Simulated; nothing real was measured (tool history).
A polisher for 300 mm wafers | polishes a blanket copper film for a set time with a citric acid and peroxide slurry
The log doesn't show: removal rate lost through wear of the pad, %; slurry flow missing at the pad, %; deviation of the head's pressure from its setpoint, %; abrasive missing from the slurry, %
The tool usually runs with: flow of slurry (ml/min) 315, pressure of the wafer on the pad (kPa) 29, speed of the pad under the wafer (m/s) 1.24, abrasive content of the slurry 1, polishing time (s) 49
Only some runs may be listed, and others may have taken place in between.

| run | day | flow of slurry (ml/min) | pressure of the wafer on the pad (kPa) | speed of the pad under the wafer (m/s) | abrasive content of the slurry | polishing time (s) | wafers since the last listed run | wafers polished on this pad | hours since the slurry nozzle was cleaned | hours since the head pressure was calibrated | hours since the slurry blender was calibrated | incoming thickness of the incoming film, nm | film removed (Å) |
|---|---|---|---|---|---|---|---|---|---|---|---|---|---|
| 1 | 0 | 315 | 29 | 1.24 | 1 | 49 | 0 | 358 | 50.1 | 652.1 | 108.1 | 942 | 2148 |
| 2 | 0.629 | 315 | 29 | 1.24 | 1.25 | 49 | 139 | 497 | 65.2 | 667.2 | 123.2 | 924.3 | 2247 |
| 3 | 1.283 | 315 | 29 | 1.24 | 1.25 | 49 | 144 | 641 | 80.9 | 682.9 | 138.9 | 936.2 | 2209 |
| 4 | 1.854 | 315 | 29 | 1.24 | 1.25 | 49 | 126 | 768 | 94.6 | 696.6 | 152.6 | 934 | 2244 |
|  | 2.012 | slurry blender recalibrated |
| 5 | 3.454 | 270 | 29 | 1.24 | 1 | 49 | 335 | 1103 | 133 | 735 | 34.6 | 944.1 | 1913 |
| 6 | 4.029 | 270 | 29 | 1.24 | 1 | 49 | 127 | 1230 | 146.8 | 748.8 | 48.4 | 915.7 | 1914 |
| 7 | 4.383 | 315 | 29 | 1.24 | 1.15 | 49 | 78 | 1308 | 155.3 | 757.3 | 56.9 | 927.3 | 1938 |
|  | 4.596 | head pressure recalibrated |
| 8 | 4.971 | 315 | 29 | 1.24 | 1 | 49 | 111 | 1419 | 169.4 | 9 | 71 | 915.7 | 1851 |
|  | 5.246 | worn pad replaced by a new one |
| 9 | 5.642 | 315 | 29 | 1.24 | 1 | 49 | 111 | 87 | 185.5 | 25.1 | 87.1 | 923.8 | 2055 |
| 10 | 6.158 | 315 | 29 | 1.24 | 1 | 49 | 114 | 201 | 197.9 | 37.5 | 99.5 | 917.2 | 2092 |
|  | 6.629 | slurry nozzle cleaned |
| 11 | 6.842 | 315 | 29 | 1.24 | 1 | 49 | 141 | 343 | 5.1 | 53.9 | 115.9 | 926.9 | 2154 |
|  | 7.079 | slurry blender recalibrated |
| 12 | 7.458 | 225 | 29 | 1.24 | 1 | 49 | 117 | 461 | 19.9 | 68.7 | 9.1 | 915.8 | 2047 |
| 13 | 7.862 | 365 | 29 | 1.24 | 1.2 | 33 | 89 | 550 | 29.6 | 78.4 | 18.8 | 922.9 | 1517 |
| 14 | 8.142 | 315 | 29 | 1.24 | 1 | 49 | 61 | 612 | 36.3 | 85.1 | 25.5 | 943.9 | 2134 |
| 15 | 8.833 | 315 | 29 | 1.24 | 1 | 49 | 152 | 765 | 52.9 | 101.7 | 42.1 | 942.1 | 2055 |
| 16 | 9.458 | 235 | 29 | 1.04 | 0.8 | 61 | 138 | 903 | 67.9 | 116.7 | 57.1 | 919.4 | 2001 |

Expected results for the next run?
| 17 | 10.279 | 315 | 29 | 1.24 | 1 | 44 | 181 | 1084 | 87.6 | 136.4 | 76.8 | 927.1 | ? |

{"run 17": {"film removed (Å)": 1770}}
If the tool had no hidden condition, the same run with the same run-to-run variation would have returned film removed (Å) 1924.
